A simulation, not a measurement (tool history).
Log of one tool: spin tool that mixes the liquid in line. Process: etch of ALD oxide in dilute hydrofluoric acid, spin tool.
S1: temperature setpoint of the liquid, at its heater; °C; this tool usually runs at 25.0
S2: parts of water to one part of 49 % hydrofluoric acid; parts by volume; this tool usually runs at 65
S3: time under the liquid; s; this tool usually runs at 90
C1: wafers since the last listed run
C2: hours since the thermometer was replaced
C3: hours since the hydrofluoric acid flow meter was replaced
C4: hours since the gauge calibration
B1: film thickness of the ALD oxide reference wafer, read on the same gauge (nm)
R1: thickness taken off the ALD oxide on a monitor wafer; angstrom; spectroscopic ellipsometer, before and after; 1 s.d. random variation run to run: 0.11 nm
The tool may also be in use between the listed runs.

run	hour	S1	S2	S3	C1	C2	C3	C4	B1	R1
1	0.0	25.0	65	90	0	522.8	188.7	1160.8	70.02	253.2
# hour 45.0: thermometer replaced
2	80.8	22.5	65	125	694	35.8	269.5	1241.6	69.99	308.0
3	155.3	25.0	65	90	648	110.3	344.0	1316.1	70.01	248.0
4	230.6	25.0	65	90	655	185.6	419.3	1391.4	70.00	247.2
5	315.1	25.0	65	90	735	270.1	503.8	1475.9	69.95	251.4
6	360.4	27.5	65	90	394	315.4	549.1	1521.2	69.97	276.3
7	440.8	25.0	65	90	699	395.8	629.5	1601.6	70.02	252.2
8	545.3	25.0	65	90	909	500.3	734.0	1706.1	70.03	253.0
9	587.7	25.0	65	90	368	542.7	776.4	1748.5	70.04	253.0
# hour 669.2: thermometer replaced
10	674.3	25.0	65	90	744	5.1	863.0	1835.1	69.98	244.7
# hour 686.5: gauge calibrated
11	724.9	25.0	65	90	440	55.7	913.6	38.4	70.00	246.7
12	770.3	25.0	70	65	395	101.1	959.0	83.8	70.01	165.0
13	830.4	29.5	65	90	522	161.2	1019.1	143.9	69.94	295.6
14	1044.2	20.0	90	115	1860	375.0	1232.9	357.7	69.97	183.7
15	1092.3	21.5	80	70	418	423.1	1281.0	405.8	69.97	135.1
16	1183.4	27.5	65	90	792	514.2	1372.1	496.9	70.00	277.5
17	1273.0	25.0	95	50	779	603.8	1461.7	586.5	69.96	93.2
# hour 1313.0: hydrofluoric acid flow meter replaced
18	1326.5	29.5	40	135	456	657.3	13.5	640.0	70.01	772.7
# hour 1332.1: thermometer replaced
19	1389.3	28.5	90	60	537	57.2	76.3	702.8	70.04	132.4
20	1471.6	25.0	65	90	716	139.5	158.6	785.1	70.00	248.1
21	1541.0	25.0	55	90	603	208.9	228.0	854.5	70.00	296.6
22	1628.0	25.0	55	140	757	295.9	315.0	941.5	70.00	465.9
23	1726.4	25.0	40	115	856	394.3	413.4	1039.9	69.98	537.9
24	1805.0	29.0	65	130	683	472.9	492.0	1118.5	69.98	425.5
25	1867.2	21.0	75	45	541	535.1	554.2	1180.7	70.01	92.3

How would selected steps in R1 from run to run divide? Give the signed amount a tool lacking its hidden state would still show from settings, what came in and random variation, and the signed amount left for the hidden state, including any gauge scatter that is not in both of the compared results.
The tool's hidden condition here consists of: liquid hotter than its thermometer reads (K); hydrofluoric acid flow below the setpoint (%); gauge reads high (%).
Run 17 -> 18: S1 25.0 -> 29.5, S2 95 -> 40, S3 50 -> 135, hydrofluoric acid flow meter replaced. R1 +679.5 angstrom: hidden state +23.8, all else +655.7.
Run 18 -> 19: S1 29.5 -> 28.5, S2 40 -> 90, S3 135 -> 60, thermometer replaced. R1 -640.3 angstrom: hidden state -26.2, all else -614.1.
